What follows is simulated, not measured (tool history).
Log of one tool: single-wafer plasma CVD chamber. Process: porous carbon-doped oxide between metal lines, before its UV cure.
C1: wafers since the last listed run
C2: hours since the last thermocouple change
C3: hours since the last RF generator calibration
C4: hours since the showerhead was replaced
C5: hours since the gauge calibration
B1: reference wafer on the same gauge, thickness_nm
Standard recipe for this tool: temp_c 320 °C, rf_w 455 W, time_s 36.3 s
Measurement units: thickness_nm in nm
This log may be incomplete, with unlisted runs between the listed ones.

run 1 hour=0 | temp_c=328 rf_w=455 time_s=36.3 | C1=0 C2=879.9 C3=810.6 C4=4634.3 C5=178 | B1=156.058 | thickness_nm=145.394
run 2 hour=14.8 | temp_c=320 rf_w=455 time_s=36.3 | C1=204 C2=894.7 C3=825.4 C4=4649.1 C5=192.8 | B1=155.92 | thickness_nm=151.393
run 3 hour=25 | temp_c=320 rf_w=455 time_s=36.3 | C1=140 C2=904.9 C3=835.6 C4=4659.3 C5=203 | B1=156.004 | thickness_nm=151.134
run 4 hour=39.2 | temp_c=320 rf_w=455 time_s=36.3 | C1=196 C2=919.1 C3=849.8 C4=4673.5 C5=217.2 | B1=156.048 | thickness_nm=152.488
run 5 hour=50.8 | temp_c=320 rf_w=485 time_s=40.6 | C1=160 C2=930.7 C3=861.4 C4=4685.1 C5=228.8 | B1=155.954 | thickness_nm=176.45
-- hour=87.3 thermocouple changed; heater temperature recalibrated
-- hour=107.5 showerhead replaced
run 6 hour=108 | temp_c=320 rf_w=485 time_s=40.6 | C1=569 C2=20.7 C3=918.6 C4=0.5 C5=286 | B1=156.067 | thickness_nm=175.428
-- hour=118 gauge calibrated
run 7 hour=118.1 | temp_c=320 rf_w=485 time_s=40.6 | C1=139 C2=30.8 C3=928.7 C4=10.6 C5=0.1 | B1=155.963 | thickness_nm=176.078
run 8 hour=125.4 | temp_c=320 rf_w=455 time_s=36.3 | C1=100 C2=38.1 C3=936 C4=17.9 C5=7.4 | B1=156.026 | thickness_nm=151.214
run 9 hour=141.3 | temp_c=320 rf_w=455 time_s=36.3 | C1=219 C2=54 C3=951.9 C4=33.8 C5=23.3 | B1=155.968 | thickness_nm=149.623
run 10 hour=147.5 | temp_c=320 rf_w=455 time_s=36.3 | C1=85 C2=60.2 C3=958.1 C4=40 C5=29.5 | B1=156.075 | thickness_nm=149.491
-- hour=160.7 RF generator calibrated
run 11 hour=161.2 | temp_c=320 rf_w=455 time_s=36.3 | C1=78 C2=73.9 C3=0.5 C4=53.7 C5=43.2 | B1=155.995 | thickness_nm=158.624
run 12 hour=171.7 | temp_c=305 rf_w=535 time_s=38.8 | C1=145 C2=84.4 C3=11 C4=64.2 C5=53.7 | B1=155.942 | thickness_nm=204.62
run 13 hour=186.6 | temp_c=335 rf_w=405 time_s=36.3 | C1=205 C2=99.3 C3=25.9 C4=79.1 C5=68.6 | B1=155.996 | thickness_nm=135.198
run 14 hour=193.4 | temp_c=333 rf_w=455 time_s=32 | C1=93 C2=106.1 C3=32.7 C4=85.9 C5=75.4 | B1=156.089 | thickness_nm=130.956
run 15 hour=201.8 | temp_c=320 rf_w=455 time_s=36.3 | C1=116 C2=114.5 C3=41.1 C4=94.3 C5=83.8 | B1=156.015 | thickness_nm=158.853

Expected results for the next run?
run 16 hour=215.5 | temp_c=325 rf_w=480 time_s=32.4 | C1=189 C2=128.2 C3=54.8 C4=108 C5=97.5 | B1=? | thickness_nm=?

{"run 16": {"B1": 156.004, "thickness_nm": 143.115}}
Take away the tool's hidden state, keep the run-to-run variation as it was, and the same run would have given thickness_nm 143.347 nm.

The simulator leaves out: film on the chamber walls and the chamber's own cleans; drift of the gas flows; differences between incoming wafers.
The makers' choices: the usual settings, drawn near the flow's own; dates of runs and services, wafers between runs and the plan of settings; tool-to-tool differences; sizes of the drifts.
